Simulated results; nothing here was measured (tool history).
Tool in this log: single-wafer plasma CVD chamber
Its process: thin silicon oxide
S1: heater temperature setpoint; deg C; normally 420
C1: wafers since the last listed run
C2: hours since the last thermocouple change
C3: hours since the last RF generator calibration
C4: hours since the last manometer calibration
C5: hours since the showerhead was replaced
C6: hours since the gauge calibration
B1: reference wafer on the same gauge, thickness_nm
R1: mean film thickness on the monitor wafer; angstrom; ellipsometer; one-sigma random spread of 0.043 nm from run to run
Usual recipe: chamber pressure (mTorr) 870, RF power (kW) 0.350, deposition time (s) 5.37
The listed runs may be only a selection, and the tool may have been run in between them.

Run 1, day 0.000: usual settings; C1 0; C2 1027.7; C3 226.2; C4 2112.2; C5 1511.1; C6 444.5; B1 10.400. Result: R1 107.83 angstrom.
Run 2, day 1.900: usual settings; C1 1803; C2 1073.3; C3 271.8; C4 2157.8; C5 1556.7; C6 490.1; B1 10.405. Result: R1 106.83 angstrom.
Run 3, day 3.962: usual settings but chamber pressure (mTorr) 816; C1 1958; C2 1122.8; C3 321.3; C4 2207.3; C5 1606.2; C6 539.6; B1 10.410. Result: R1 101.16 angstrom.
Run 4, day 6.496: usual settings but chamber pressure (mTorr) 816; C1 2405; C2 1183.6; C3 382.1; C4 2268.1; C5 1667.0; C6 600.4; B1 10.420. Result: R1 101.42 angstrom.
Run 5, day 8.700: usual settings but chamber pressure (mTorr) 816; C1 2092; C2 1236.5; C3 435.0; C4 2321.0; C5 1719.9; C6 653.3; B1 10.398. Result: R1 101.26 angstrom.
Run 6, day 11.438: usual settings; C1 2598; C2 1302.2; C3 500.7; C4 2386.7; C5 1785.6; C6 719.0; B1 10.403. Result: R1 105.95 angstrom.
Run 7, day 14.200: usual settings; C1 2622; C2 1368.5; C3 567.0; C4 2453.0; C5 1851.9; C6 785.3; B1 10.399. Result: R1 105.91 angstrom.
Run 8, day 21.088: usual settings; C1 6538; C2 1533.8; C3 732.3; C4 2618.3; C5 2017.2; C6 950.6; B1 10.397. Result: R1 105.14 angstrom.
Run 9, day 22.283: usual settings; C1 1135; C2 1562.5; C3 761.0; C4 2647.0; C5 2045.9; C6 979.3; B1 10.389. Result: R1 104.61 angstrom.
Run 10, day 24.096: usual settings but S1 411 deg C, chamber pressure (mTorr) 945; C1 1720; C2 1606.0; C3 804.5; C4 2690.5; C5 2089.4; C6 1022.8; B1 10.405. Result: R1 112.26 angstrom.
At day 25.246: capacitance manometer re-zeroed and calibrated.
Run 11, day 25.625: usual settings but S1 411 deg C, chamber pressure (mTorr) 945; C1 1135; C2 1642.7; C3 841.2; C4 9.1; C5 2126.1; C6 1059.5; B1 10.394. Result: R1 118.49 angstrom.
At day 27.804: thermocouple changed; heater temperature recalibrated.
At day 28.079: RF generator calibrated.
At day 28.092: gauge calibrated.
Run 12, day 28.117: usual settings but RF power (kW) 0.305; C1 1786; C2 7.5; C3 0.9; C4 68.9; C5 2185.9; C6 0.6; B1 10.400. Result: R1 105.93 angstrom.
Run 13, day 31.025: usual settings; C1 2761; C2 77.3; C3 70.7; C4 138.7; C5 2255.7; C6 70.4; B1 10.388. Result: R1 110.94 angstrom.
Run 14, day 35.683: usual settings; C1 4422; C2 189.1; C3 182.5; C4 250.5; C5 2367.5; C6 182.2; B1 10.399. Result: R1 110.78 angstrom.
Run 15, day 37.329: usual settings; C1 1562; C2 228.6; C3 222.0; C4 290.0; C5 2407.0; C6 221.7; B1 10.409. Result: R1 110.51 angstrom.
At day 38.712: showerhead replaced.
Run 16, day 38.733: usual settings but S1 426 deg C, chamber pressure (mTorr) 715; C1 1016; C2 262.3; C3 255.7; C4 323.7; C5 0.5; C6 255.4; B1 10.395. Result: R1 94.16 angstrom.
Run 17, day 41.100: usual settings but S1 427 deg C, deposition time (s) 5.05; C1 2246; C2 319.1; C3 312.5; C4 380.5; C5 57.3; C6 312.2; B1 10.422. Result: R1 103.46 angstrom.
Run 18, day 43.396: usual settings but chamber pressure (mTorr) 976, deposition time (s) 6.07; C1 2179; C2 374.2; C3 367.6; C4 435.6; C5 112.4; C6 367.3; B1 10.385. Result: R1 136.66 angstrom.
Run 19, day 46.267: usual settings but S1 433 deg C, chamber pressure (mTorr) 955, RF power (kW) 0.380, deposition time (s) 5.82; C1 2725; C2 443.1; C3 436.5; C4 504.5; C5 181.3; C6 436.2; B1 10.399. Result: R1 130.18 angstrom.
Run 20, day 47.933: usual settings; C1 1582; C2 483.1; C3 476.5; C4 544.5; C5 221.3; C6 476.2; B1 10.391. Result: R1 110.59 angstrom.
Run 21, day 49.992: usual settings; C1 1954; C2 532.5; C3 525.9; C4 593.9; C5 270.7; C6 525.6; B1 10.384. Result: R1 110.93 angstrom.
Run 22, day 52.804: usual settings but S1 425 deg C, chamber pressure (mTorr) 937; C1 2670; C2 600.0; C3 593.4; C4 661.4; C5 338.2; C6 593.1; B1 10.403. Result: R1 116.04 angstrom.
Run 23, day 55.588: usual settings but deposition time (s) 5.77; C1 2642; C2 666.8; C3 660.2; C4 728.2; C5 405.0; C6 659.9; B1 10.399. Result: R1 118.53 angstrom.
Run 24, day 58.567: usual settings but RF power (kW) 0.290; C1 2828; C2 738.3; C3 731.7; C4 799.7; C5 476.5; C6 731.4; B1 10.396. Result: R1 102.08 angstrom.

Hidden state or all else? Some run-to-run changes of R1, split into what the settings, what came in and random variation would give without the hidden state, and what is left for the hidden state (with any gauge scatter that isn't in both results):
Hidden conditions of the tool in this case: wafer temperature above the value expected at the setpoint (K); delivered RF power above the setpoint (%); true pressure above the setpoint (%); gauge reads high (%).
Run 7 -> 8: nothing adjusted, nothing logged. R1 -0.77 angstrom: hidden state -0.65, all else -0.12.
Run 10 -> 11: capacitance manometer re-zeroed and calibrated. R1 +6.23 angstrom: hidden state +6.01, all else +0.22.
Run 17 -> 18: S1 427 -> 420, chamber pressure (mTorr) 870 -> 976, deposition time (s) 5.05 -> 6.07. R1 +33.20 angstrom: hidden state -0.10, all else +33.30.
Run 19 -> 20: S1 433 -> 420, chamber pressure (mTorr) 955 -> 870, RF power (kW) 0.380 -> 0.350, deposition time (s) 5.82 -> 5.37. R1 -19.59 angstrom: hidden state +0.01, all else -19.60.
